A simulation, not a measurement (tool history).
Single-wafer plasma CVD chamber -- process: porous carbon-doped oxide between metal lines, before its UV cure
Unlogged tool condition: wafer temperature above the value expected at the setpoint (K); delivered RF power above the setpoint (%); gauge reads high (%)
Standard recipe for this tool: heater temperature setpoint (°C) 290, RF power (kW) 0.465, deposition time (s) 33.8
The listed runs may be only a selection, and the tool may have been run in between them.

run	hour	heater temperature setpoint (°C)	RF power (kW)	deposition time (s)	wafers since the last listed run	hours since the last thermocouple change	hours since the last RF generator calibration	hours since the showerhead was replaced	hours since the gauge calibration	read-back reference wafer on the same gauge, thickness_nm	mean film thickness on the monitor wafer (Å)
1	0	290	0.465	28.8	0	880.2	1642.5	5699.2	253.7	209.87	1521.34
2	31	290	0.465	33.8	828	911.2	1673.5	5730.2	284.7	210.02	1768.14
3	56.2	290	0.465	33.8	673	936.4	1698.7	5755.4	309.9	210.378	1769.89
4	71.9	290	0.465	39.1	419	952.1	1714.4	5771.1	325.6	210.454	2042.23
5	92.9	290	0.465	39.1	561	973.1	1735.4	5792.1	346.6	209.855	2046.35
6	118.9	290	0.465	33.8	694	999.1	1761.4	5818.1	372.6	209.405	1782.22
7	137.8	290	0.465	33.8	505	1018	1780.3	5837	391.5	209.999	1768.39
8	169.5	301	0.465	33.8	847	1049.7	1812	5868.7	423.2	209.448	1684.99
9	202	280	0.405	38.6	868	1082.2	1844.5	5901.2	455.7	209.713	1924.38
# hour 210.1: showerhead replaced
10	232.1	298	0.465	33.8	590	1112.3	1874.6	22	485.8	210.055	1701.11
# hour 237.1: gauge calibrated
# hour 267.4: RF generator calibrated
# hour 281.9: thermocouple changed; heater temperature recalibrated
11	308.5	294	0.415	33.8	1614	26.6	41.1	98.4	71.4	209.983	1593.34
12	343.7	290	0.495	28.6	940	61.8	76.3	133.6	106.6	210.104	1593.58
13	355.8	285	0.515	28.8	323	73.9	88.4	145.7	118.7	209.964	1681.19
14	370.2	290	0.465	33.8	384	88.3	102.8	160.1	133.1	209.903	1767.15
15	405.9	290	0.41	33.8	954	124	138.5	195.8	168.8	210.174	1612.02

Branching from run 15: 3 alternative next runs. What would each branch give?
A	406.3	290	0.465	30.6	10	124.4	138.9	196.2	169.2	?	?
B	406.3	290	0.465	38.9	10	124.4	138.9	196.2	169.2	?	?
C	406.3	281	0.51	40.1	10	124.4	138.9	196.2	169.2	?	?

run	read-back reference wafer on the same gauge, thickness_nm	mean film thickness on the monitor wafer (Å)
A	210.281	1617.14
B	210.281	2042.23
C	210.281	2363.15
Without the tool's unlogged condition, the same runs would have read:
run	mean film thickness on the monitor wafer (Å)
A	1617.14
B	2042.23
C	2363.15
